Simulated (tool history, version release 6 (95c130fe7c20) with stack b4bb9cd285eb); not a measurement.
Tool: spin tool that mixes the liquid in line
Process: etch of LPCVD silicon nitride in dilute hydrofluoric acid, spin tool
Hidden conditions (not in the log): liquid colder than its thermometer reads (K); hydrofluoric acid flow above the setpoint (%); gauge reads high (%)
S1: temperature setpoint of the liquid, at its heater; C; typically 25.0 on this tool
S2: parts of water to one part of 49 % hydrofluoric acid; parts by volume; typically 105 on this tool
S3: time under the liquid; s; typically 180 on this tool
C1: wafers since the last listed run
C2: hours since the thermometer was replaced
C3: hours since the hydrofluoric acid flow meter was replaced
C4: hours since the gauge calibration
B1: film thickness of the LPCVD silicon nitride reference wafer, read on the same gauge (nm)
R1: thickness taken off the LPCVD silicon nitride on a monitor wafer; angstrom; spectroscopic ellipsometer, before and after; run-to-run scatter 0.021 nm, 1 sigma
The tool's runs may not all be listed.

{"run": 1, "hour": 0.0, "S1": 26.5, "S2": 105, "S3": 180, "C1": 0, "C2": 2460.3, "C3": 1171.6, "C4": 67.3, "B1": 89.984, "R1": 10.98}
{"run": 2, "hour": 14.8, "S1": 25.0, "S2": 105, "S3": 180, "C1": 101, "C2": 2475.1, "C3": 1186.4, "C4": 82.1, "B1": 89.997, "R1": 9.94}
{"run": 3, "hour": 22.6, "S1": 25.0, "S2": 105, "S3": 180, "C1": 53, "C2": 2482.9, "C3": 1194.2, "C4": 89.9, "B1": 89.979, "R1": 10.15}
{"run": 4, "hour": 35.9, "S1": 22.5, "S2": 105, "S3": 250, "C1": 91, "C2": 2496.2, "C3": 1207.5, "C4": 103.2, "B1": 89.993, "R1": 11.83}
{"run": 5, "hour": 52.6, "S1": 22.5, "S2": 105, "S3": 250, "C1": 115, "C2": 2512.9, "C3": 1224.2, "C4": 119.9, "B1": 89.984, "R1": 11.64}
{"run": 6, "hour": 60.5, "S1": 22.5, "S2": 105, "S3": 250, "C1": 54, "C2": 2520.8, "C3": 1232.1, "C4": 127.8, "B1": 90.005, "R1": 11.58}
{"run": 7, "hour": 76.1, "S1": 24.0, "S2": 105, "S3": 180, "C1": 107, "C2": 2536.4, "C3": 1247.7, "C4": 143.4, "B1": 90.032, "R1": 9.03}
{"run": 8, "hour": 87.3, "S1": 24.0, "S2": 105, "S3": 180, "C1": 77, "C2": 2547.6, "C3": 1258.9, "C4": 154.6, "B1": 89.985, "R1": 9.3}
{"run": 9, "hour": 95.9, "S1": 25.0, "S2": 105, "S3": 180, "C1": 59, "C2": 2556.2, "C3": 1267.5, "C4": 163.2, "B1": 90.02, "R1": 10.16}
{"run": 10, "hour": 112.1, "S1": 25.0, "S2": 105, "S3": 180, "C1": 111, "C2": 2572.4, "C3": 1283.7, "C4": 179.4, "B1": 89.997, "R1": 10.06}
{"run": 11, "hour": 120.0, "S1": 25.0, "S2": 105, "S3": 180, "C1": 54, "C2": 2580.3, "C3": 1291.6, "C4": 187.3, "B1": 90.012, "R1": 9.87}
{"hour": 128.5, "done": "hydrofluoric acid flow meter replaced"}
{"run": 12, "hour": 131.5, "S1": 25.0, "S2": 105, "S3": 180, "C1": 72, "C2": 2591.8, "C3": 3.0, "C4": 198.8, "B1": 89.977, "R1": 9.68}
{"run": 13, "hour": 140.3, "S1": 25.0, "S2": 105, "S3": 225, "C1": 60, "C2": 2600.6, "C3": 11.8, "C4": 207.6, "B1": 90.031, "R1": 12.36}
{"run": 14, "hour": 153.2, "S1": 25.0, "S2": 105, "S3": 225, "C1": 88, "C2": 2613.5, "C3": 24.7, "C4": 220.5, "B1": 90.01, "R1": 12.34}
{"hour": 163.8, "done": "thermometer replaced"}
{"run": 15, "hour": 166.5, "S1": 25.0, "S2": 105, "S3": 225, "C1": 84, "C2": 2.7, "C3": 38.0, "C4": 233.8, "B1": 90.035, "R1": 12.2}
{"run": 16, "hour": 182.5, "S1": 20.5, "S2": 90, "S3": 240, "C1": 110, "C2": 18.7, "C3": 54.0, "C4": 249.8, "B1": 90.027, "R1": 11.53}
{"hour": 184.5, "done": "gauge calibrated"}
{"run": 17, "hour": 197.3, "S1": 25.0, "S2": 105, "S3": 180, "C1": 101, "C2": 33.5, "C3": 68.8, "C4": 12.8, "B1": 89.974, "R1": 9.63}
{"run": 18, "hour": 215.2, "S1": 25.0, "S2": 105, "S3": 180, "C1": 123, "C2": 51.4, "C3": 86.7, "C4": 30.7, "B1": 89.984, "R1": 10.07}
{"run": 19, "hour": 226.8, "S1": 20.0, "S2": 75, "S3": 180, "C1": 79, "C2": 63.0, "C3": 98.3, "C4": 42.3, "B1": 90.009, "R1": 9.94}
{"run": 20, "hour": 236.9, "S1": 22.5, "S2": 65, "S3": 125, "C1": 69, "C2": 73.1, "C3": 108.4, "C4": 52.4, "B1": 89.989, "R1": 9.16}
{"run": 21, "hour": 250.4, "S1": 29.5, "S2": 105, "S3": 215, "C1": 92, "C2": 86.6, "C3": 121.9, "C4": 65.9, "B1": 90.052, "R1": 15.05}
{"run": 22, "hour": 262.6, "S1": 25.0, "S2": 120, "S3": 135, "C1": 84, "C2": 98.8, "C3": 134.1, "C4": 78.1, "B1": 89.994, "R1": 6.51}
{"run": 23, "hour": 279.0, "S1": 25.0, "S2": 105, "S3": 135, "C1": 112, "C2": 115.2, "C3": 150.5, "C4": 94.5, "B1": 90.035, "R1": 7.11}
{"run": 24, "hour": 289.3, "S1": 25.0, "S2": 60, "S3": 180, "C1": 70, "C2": 125.5, "C3": 160.8, "C4": 104.8, "B1": 90.027, "R1": 17.34}
{"run": 25, "hour": 304.1, "S1": 25.0, "S2": 105, "S3": 180, "C1": 101, "C2": 140.3, "C3": 175.6, "C4": 119.6, "B1": 89.993, "R1": 10.11}

Run 26, settings as shown, results not yet in. Your forecast:
{"run": 26, "hour": 311.5, "S1": 21.0, "S2": 155, "S3": 125, "C1": 50, "C2": 147.7, "C3": 183.0, "C4": 127.0, "B1": "?", "R1": "?"}

{"run 26": {"B1": 90.01, "R1": 3.61}}
Without the tool's hidden state the same run would have given R1 3.61 angstrom.
